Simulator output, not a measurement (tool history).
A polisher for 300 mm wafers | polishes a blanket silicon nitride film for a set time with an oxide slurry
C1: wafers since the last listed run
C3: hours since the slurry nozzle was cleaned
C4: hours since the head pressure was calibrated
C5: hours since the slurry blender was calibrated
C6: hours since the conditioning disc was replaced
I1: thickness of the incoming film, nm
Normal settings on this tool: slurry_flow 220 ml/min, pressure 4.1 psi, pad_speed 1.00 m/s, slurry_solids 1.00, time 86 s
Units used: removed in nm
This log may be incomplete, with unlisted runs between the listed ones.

Run 1, day 0.000: usual settings; C1 0; wafers polished on this pad 879; C3 354.9; C4 870.0; C5 24.8; C6 233.8; I1 442.8. Result: removed 52.8 nm.
Run 2, day 0.650: usual settings; C1 122; wafers polished on this pad 1001; C3 370.5; C4 885.6; C5 40.4; C6 249.4; I1 446.2. Result: removed 52.9 nm.
Run 3, day 1.754: usual settings; C1 207; wafers polished on this pad 1209; C3 397.0; C4 912.1; C5 66.9; C6 275.9; I1 431.8. Result: removed 52.9 nm.
Run 4, day 2.392: usual settings but slurry_flow 180 ml/min, pressure 4.9 psi; C1 119; wafers polished on this pad 1329; C3 412.3; C4 927.4; C5 82.2; C6 291.2; I1 437.2. Result: removed 62.4 nm.
Run 5, day 3.262: usual settings but slurry_flow 180 ml/min, pressure 4.9 psi; C1 163; wafers polished on this pad 1493; C3 433.2; C4 948.3; C5 103.1; C6 312.1; I1 439.4. Result: removed 62.5 nm.
At day 3.833: worn pad replaced by a new one.
Run 6, day 4.488: usual settings but slurry_flow 180 ml/min, pressure 4.9 psi; C1 199; wafers polished on this pad 123; C3 462.6; C4 977.7; C5 132.5; C6 341.5; I1 438.1. Result: removed 60.9 nm.
Run 7, day 5.567: usual settings but pad_speed 1.16 m/s; C1 203; wafers polished on this pad 326; C3 488.5; C4 1003.6; C5 158.4; C6 367.4; I1 435.2. Result: removed 57.4 nm.
Run 8, day 6.125: usual settings; C1 105; wafers polished on this pad 431; C3 501.9; C4 1017.0; C5 171.8; C6 380.8; I1 439.7. Result: removed 52.5 nm.
Run 9, day 7.392: usual settings; C1 238; wafers polished on this pad 669; C3 532.3; C4 1047.4; C5 202.2; C6 411.2; I1 438.7. Result: removed 52.3 nm.
Run 10, day 8.154: usual settings but slurry_flow 270 ml/min, pad_speed 1.34 m/s, slurry_solids 1.10, time 63 s; C1 143; wafers polished on this pad 813; C3 550.6; C4 1065.7; C5 220.5; C6 429.5; I1 437.1. Result: removed 49.7 nm.
Run 11, day 9.612: usual settings but time 102 s; C1 274; wafers polished on this pad 1087; C3 585.6; C4 1100.7; C5 255.5; C6 464.5; I1 447.6. Result: removed 63.0 nm.
Run 12, day 10.667: usual settings but pressure 5.0 psi, slurry_solids 0.95; C1 198; wafers polished on this pad 1286; C3 610.9; C4 1126.0; C5 280.8; C6 489.8; I1 437.0. Result: removed 62.9 nm.
At day 10.746: slurry nozzle cleaned.
Run 13, day 11.371: usual settings; C1 124; wafers polished on this pad 1410; C3 15.0; C4 1142.9; C5 297.7; C6 506.7; I1 436.8. Result: removed 52.8 nm.
At day 11.854: worn pad replaced by a new one.
Run 14, day 12.617: usual settings but slurry_flow 280 ml/min, pressure 5.5 psi, slurry_solids 0.90, time 94 s; C1 203; wafers polished on this pad 143; C3 44.9; C4 1172.8; C5 327.6; C6 536.6; I1 434.1. Result: removed 76.9 nm.
At day 13.292: conditioning disc replaced and pad reconditioned.
Run 15, day 15.688: usual settings but pressure 2.8 psi; C1 562; wafers polished on this pad 705; C3 118.6; C4 1246.5; C5 401.3; C6 57.5; I1 442.6. Result: removed 36.5 nm.
At day 16.004: head pressure recalibrated.
Run 16, day 16.558: usual settings; C1 148; wafers polished on this pad 853; C3 139.5; C4 13.3; C5 422.2; C6 78.4; I1 438.9. Result: removed 52.5 nm.
Run 17, day 17.354: usual settings but slurry_flow 175 ml/min; C1 149; wafers polished on this pad 1003; C3 158.6; C4 32.4; C5 441.3; C6 97.5; I1 439.5. Result: removed 51.3 nm.
Run 18, day 18.008: usual settings; C1 123; wafers polished on this pad 1126; C3 174.3; C4 48.1; C5 457.0; C6 113.2; I1 442.5. Result: removed 53.8 nm.
At day 18.696: slurry blender recalibrated.
Run 19, day 18.717: usual settings; C1 117; wafers polished on this pad 1244; C3 191.3; C4 65.1; C5 0.5; C6 130.2; I1 438.4. Result: removed 52.1 nm.
Run 20, day 19.208: usual settings; C1 92; wafers polished on this pad 1336; C3 203.1; C4 76.9; C5 12.3; C6 142.0; I1 438.7. Result: removed 52.8 nm.
Run 21, day 20.117: usual settings but slurry_flow 180 ml/min, pressure 3.6 psi, pad_speed 0.90 m/s, slurry_solids 0.90; C1 170; wafers polished on this pad 1507; C3 224.9; C4 98.7; C5 34.1; C6 163.8; I1 440.4. Result: removed 41.4 nm.
At day 20.412: worn pad replaced by a new one.
Run 22, day 21.592: usual settings but pressure 3.0 psi, time 65 s; C1 246; wafers polished on this pad 221; C3 260.3; C4 134.1; C5 69.5; C6 199.2; I1 443.2. Result: removed 29.1 nm.
Run 23, day 22.850: usual settings but slurry_solids 0.70; C1 236; wafers polished on this pad 458; C3 290.5; C4 164.3; C5 99.7; C6 229.4; I1 435.8. Result: removed 47.2 nm.
Run 24, day 23.692: usual settings but pressure 3.3 psi, pad_speed 0.72 m/s; C1 158; wafers polished on this pad 617; C3 310.7; C4 184.5; C5 119.9; C6 249.6; I1 438.4. Result: removed 35.4 nm.
Run 25, day 24.621: usual settings but pressure 4.7 psi, time 101 s; C1 174; wafers polished on this pad 791; C3 333.0; C4 206.8; C5 142.2; C6 271.9; I1 437.4. Result: removed 72.4 nm.

What if the next run were any one of these 5? Each begins from the tool's condition after run 25:
Run A, day 24.642: usual settings; C1 3; wafers polished on this pad 795; C3 333.5; C4 207.3; C5 142.7; C6 272.4; I1 440.1. Result: removed ?.
Run B, day 24.642: usual settings but slurry_solids 0.70, time 95 s; C1 3; wafers polished on this pad 795; C3 333.5; C4 207.3; C5 142.7; C6 272.4; I1 440.1. Result: removed ?.
Run C, day 24.642: usual settings but pressure 3.2 psi, pad_speed 1.12 m/s, slurry_solids 1.15, time 60 s; C1 3; wafers polished on this pad 795; C3 333.5; C4 207.3; C5 142.7; C6 272.4; I1 440.1. Result: removed ?.
Run D, day 24.642: usual settings but slurry_flow 250 ml/min, pressure 5.4 psi, pad_speed 1.18 m/s, time 72 s; C1 3; wafers polished on this pad 795; C3 333.5; C4 207.3; C5 142.7; C6 272.4; I1 440.1. Result: removed ?.
Run E, day 24.642: usual settings but slurry_solids 1.10, time 69 s; C1 3; wafers polished on this pad 795; C3 333.5; C4 207.3; C5 142.7; C6 272.4; I1 440.1. Result: removed ?.

run  removed
  A     54.6
  B     53.3
  C     33.5
  D     68.0
  E     45.3
Without the tool's unlogged condition, the same runs would have read:
run  removed
  A     54.6
  B     53.3
  C     33.5
  D     68.0
  E     45.3
